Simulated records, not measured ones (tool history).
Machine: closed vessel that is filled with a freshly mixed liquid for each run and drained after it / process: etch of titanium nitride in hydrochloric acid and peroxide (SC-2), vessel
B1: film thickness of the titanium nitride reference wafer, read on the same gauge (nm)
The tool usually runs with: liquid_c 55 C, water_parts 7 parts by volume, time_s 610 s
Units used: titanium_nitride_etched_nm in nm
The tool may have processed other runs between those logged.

{"run": 1, "hour": 0.0, "liquid_c": 55, "water_parts": 4.5, "time_s": 610, "B1": 140.02, "titanium_nitride_etched_nm": 32.98}
{"run": 2, "hour": 101.6, "liquid_c": 58.5, "water_parts": 7, "time_s": 610, "B1": 140.01, "titanium_nitride_etched_nm": 29.59}
{"run": 3, "hour": 166.7, "liquid_c": 58.5, "water_parts": 7, "time_s": 610, "B1": 139.99, "titanium_nitride_etched_nm": 29.45}
{"run": 4, "hour": 247.6, "liquid_c": 58.5, "water_parts": 7, "time_s": 610, "B1": 139.99, "titanium_nitride_etched_nm": 29.15}
{"run": 5, "hour": 344.9, "liquid_c": 55, "water_parts": 7, "time_s": 610, "B1": 140.03, "titanium_nitride_etched_nm": 23.27}
{"run": 6, "hour": 387.5, "liquid_c": 55, "water_parts": 7, "time_s": 610, "B1": 139.97, "titanium_nitride_etched_nm": 23.25}
{"run": 7, "hour": 448.9, "liquid_c": 55, "water_parts": 7, "time_s": 610, "B1": 140.04, "titanium_nitride_etched_nm": 23.01}
{"run": 8, "hour": 536.5, "liquid_c": 62, "water_parts": 7, "time_s": 610, "B1": 140.03, "titanium_nitride_etched_nm": 35.8}
{"hour": 559.7, "done": "chemicals flow meter replaced"}
{"hour": 593.1, "done": "new drum of peroxide connected"}
{"run": 9, "hour": 638.2, "liquid_c": 61.5, "water_parts": 7, "time_s": 730, "B1": 139.98, "titanium_nitride_etched_nm": 44.43}
{"run": 10, "hour": 723.6, "liquid_c": 55, "water_parts": 7, "time_s": 610, "B1": 140.01, "titanium_nitride_etched_nm": 24.03}
{"run": 11, "hour": 808.6, "liquid_c": 55, "water_parts": 7, "time_s": 610, "B1": 139.95, "titanium_nitride_etched_nm": 23.7}
{"run": 12, "hour": 855.8, "liquid_c": 55, "water_parts": 7, "time_s": 610, "B1": 140.03, "titanium_nitride_etched_nm": 23.79}
{"run": 13, "hour": 930.3, "liquid_c": 55, "water_parts": 7, "time_s": 610, "B1": 139.99, "titanium_nitride_etched_nm": 23.52}
{"hour": 986.2, "done": "gauge calibrated"}
{"run": 14, "hour": 1015.2, "liquid_c": 55, "water_parts": 7, "time_s": 610, "B1": 139.96, "titanium_nitride_etched_nm": 23.33}
{"run": 15, "hour": 1059.6, "liquid_c": 55, "water_parts": 9.5, "time_s": 610, "B1": 139.97, "titanium_nitride_etched_nm": 18.16}
{"run": 16, "hour": 1098.8, "liquid_c": 55, "water_parts": 9, "time_s": 610, "B1": 139.94, "titanium_nitride_etched_nm": 19.26}
{"run": 17, "hour": 1187.2, "liquid_c": 60, "water_parts": 10, "time_s": 890, "B1": 140.03, "titanium_nitride_etched_nm": 34.75}
{"hour": 1216.3, "done": "chemicals flow meter replaced"}
{"run": 18, "hour": 1257.2, "liquid_c": 64.5, "water_parts": 8, "time_s": 330, "B1": 140.03, "titanium_nitride_etched_nm": 20.47}
{"run": 19, "hour": 1336.4, "liquid_c": 55, "water_parts": 7, "time_s": 610, "B1": 139.97, "titanium_nitride_etched_nm": 22.77}
{"run": 20, "hour": 1393.6, "liquid_c": 55, "water_parts": 7, "time_s": 755, "B1": 139.99, "titanium_nitride_etched_nm": 28.34}
{"run": 21, "hour": 1447.6, "liquid_c": 55, "water_parts": 7, "time_s": 610, "B1": 140, "titanium_nitride_etched_nm": 22.79}
{"run": 22, "hour": 1533.8, "liquid_c": 55, "water_parts": 7, "time_s": 610, "B1": 140.04, "titanium_nitride_etched_nm": 22.5}
{"run": 23, "hour": 1587.5, "liquid_c": 55, "water_parts": 7, "time_s": 610, "B1": 139.99, "titanium_nitride_etched_nm": 22.25}
{"hour": 1625.4, "done": "new drum of peroxide connected"}
{"hour": 1649.6, "done": "thermometer replaced"}
{"run": 24, "hour": 1695.2, "liquid_c": 63, "water_parts": 7, "time_s": 610, "B1": 140.01, "titanium_nitride_etched_nm": 39.79}
{"run": 25, "hour": 1750.5, "liquid_c": 55, "water_parts": 7, "time_s": 610, "B1": 139.98, "titanium_nitride_etched_nm": 23.74}
{"run": 26, "hour": 1805.4, "liquid_c": 55, "water_parts": 8, "time_s": 245, "B1": 139.95, "titanium_nitride_etched_nm": 8.65}
{"hour": 1820.9, "done": "chemicals flow meter replaced"}
{"run": 27, "hour": 1875.0, "liquid_c": 61, "water_parts": 8.5, "time_s": 765, "B1": 139.98, "titanium_nitride_etched_nm": 37.1}
{"run": 28, "hour": 2047.9, "liquid_c": 63, "water_parts": 7, "time_s": 465, "B1": 140.02, "titanium_nitride_etched_nm": 29.55}
{"run": 29, "hour": 2145.9, "liquid_c": 58, "water_parts": 8.5, "time_s": 810, "B1": 140.02, "titanium_nitride_etched_nm": 32.3}

Alternative continuations, all from the tool just after run 29; predict every row:
{"run": "A", "hour": 2146.7, "liquid_c": 60.5, "water_parts": 7, "time_s": 610, "B1": "?", "titanium_nitride_etched_nm": "?"}
{"run": "B", "hour": 2146.7, "liquid_c": 49, "water_parts": 7, "time_s": 610, "B1": "?", "titanium_nitride_etched_nm": "?"}
{"run": "C", "hour": 2146.7, "liquid_c": 49.5, "water_parts": 4.5, "time_s": 610, "B1": "?", "titanium_nitride_etched_nm": "?"}
{"run": "D", "hour": 2146.7, "liquid_c": 61, "water_parts": 4.5, "time_s": 950, "B1": "?", "titanium_nitride_etched_nm": "?"}

run=A B1=139.96 titanium_nitride_etched_nm=32.97
run=B B1=139.96 titanium_nitride_etched_nm=15.65
run=C B1=139.96 titanium_nitride_etched_nm=22.47
run=D B1=139.96 titanium_nitride_etched_nm=73.54
What these runs would have given with no unlogged condition in the tool:
run=A titanium_nitride_etched_nm=34.78
run=B titanium_nitride_etched_nm=16.51
run=C titanium_nitride_etched_nm=23.64
run=D titanium_nitride_etched_nm=77.38

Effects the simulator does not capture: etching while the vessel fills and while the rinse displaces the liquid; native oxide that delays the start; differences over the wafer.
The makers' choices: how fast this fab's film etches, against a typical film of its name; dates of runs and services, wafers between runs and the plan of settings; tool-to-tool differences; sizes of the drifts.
